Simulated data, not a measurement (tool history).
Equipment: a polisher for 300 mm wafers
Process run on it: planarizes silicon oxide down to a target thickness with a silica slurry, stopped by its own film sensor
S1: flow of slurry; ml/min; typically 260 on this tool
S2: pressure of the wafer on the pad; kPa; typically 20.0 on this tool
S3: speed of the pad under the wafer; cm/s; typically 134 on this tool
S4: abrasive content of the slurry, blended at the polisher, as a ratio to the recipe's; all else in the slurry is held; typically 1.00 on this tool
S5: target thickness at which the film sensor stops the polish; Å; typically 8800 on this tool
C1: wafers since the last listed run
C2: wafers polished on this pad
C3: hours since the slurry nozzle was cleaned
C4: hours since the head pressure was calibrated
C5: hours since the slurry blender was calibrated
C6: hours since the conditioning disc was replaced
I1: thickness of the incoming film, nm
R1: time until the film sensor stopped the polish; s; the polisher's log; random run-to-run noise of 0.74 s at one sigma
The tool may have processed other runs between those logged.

run   hour   S1    S2   S3    S4    S5    C1    C2     C3     C4     C5     C6      I1     R1
  1    0.0  260  20.0  134  1.00  8800     0  1316  140.6  602.5  457.7   84.4  1127.6   84.7
  2   74.7  260  20.0  134  1.00  8800   858  2175  215.3  677.2  532.4  159.1  1114.6   79.5
  3  157.9  260  20.0  134  0.85  8800   956  3131  298.5  760.4  615.6  242.3  1133.3   94.1
     205.2  -- head pressure recalibrated
  4  210.5  260  20.0   98  1.00  9610   581  3713  351.1    5.3  668.2  294.9  1122.5   70.8
  5  268.4  340  26.9  134  1.00  8040   665  4379  409.0   63.2  726.1  352.8  1112.4   77.4
     356.4  -- slurry blender recalibrated
  6  366.2  260  20.0  134  1.30  8070  1101  5480  506.8  161.0    9.8  450.6  1117.2   95.6
  7  422.3  260  17.9  134  1.10  8800   644  6125  562.9  217.1   65.9  506.7  1121.6   88.9
  8  482.4  290  20.0  134  1.00  8050   690  6815  623.0  277.2  126.0  566.8  1134.7  113.3
     499.4  -- worn pad replaced by a new one
     519.9  -- slurry nozzle cleaned
  9  526.3  260  20.0  134  1.00  8800   447   297    6.4  321.1  169.9  610.7  1123.5   82.8
 10  567.8  260  13.1  110  0.75  9190   477   774   47.9  362.6  211.4  652.2  1109.5  128.3
 11  616.7  260  20.0  134  1.00  8340   562  1336   96.8  411.5  260.3  701.1  1110.4   93.0
     642.5  -- conditioning disc replaced and pad reconditioned
 12  653.8  185  20.0  134  1.00  8800   403  1740  133.9  448.6  297.4   11.3  1126.7   87.8
 13  757.3  305  20.0   88  0.80  9510  1189  2929  237.4  552.1  400.9  114.8  1132.0   96.1
     814.0  -- head pressure recalibrated
 14  842.3  260  22.8  134  1.10  8510   954  3884  322.4   28.3  485.9  199.8  1127.9   80.7

Forecast run 15:
 15  940.4  260  20.0  134  1.00  8800  1127  5011  420.5  126.4  584.0  297.9  1122.4   ?

{"run 15": {"R1": 81.5}}
Had the tool carried no hidden state, the very same run would have given R1 80.3 s.

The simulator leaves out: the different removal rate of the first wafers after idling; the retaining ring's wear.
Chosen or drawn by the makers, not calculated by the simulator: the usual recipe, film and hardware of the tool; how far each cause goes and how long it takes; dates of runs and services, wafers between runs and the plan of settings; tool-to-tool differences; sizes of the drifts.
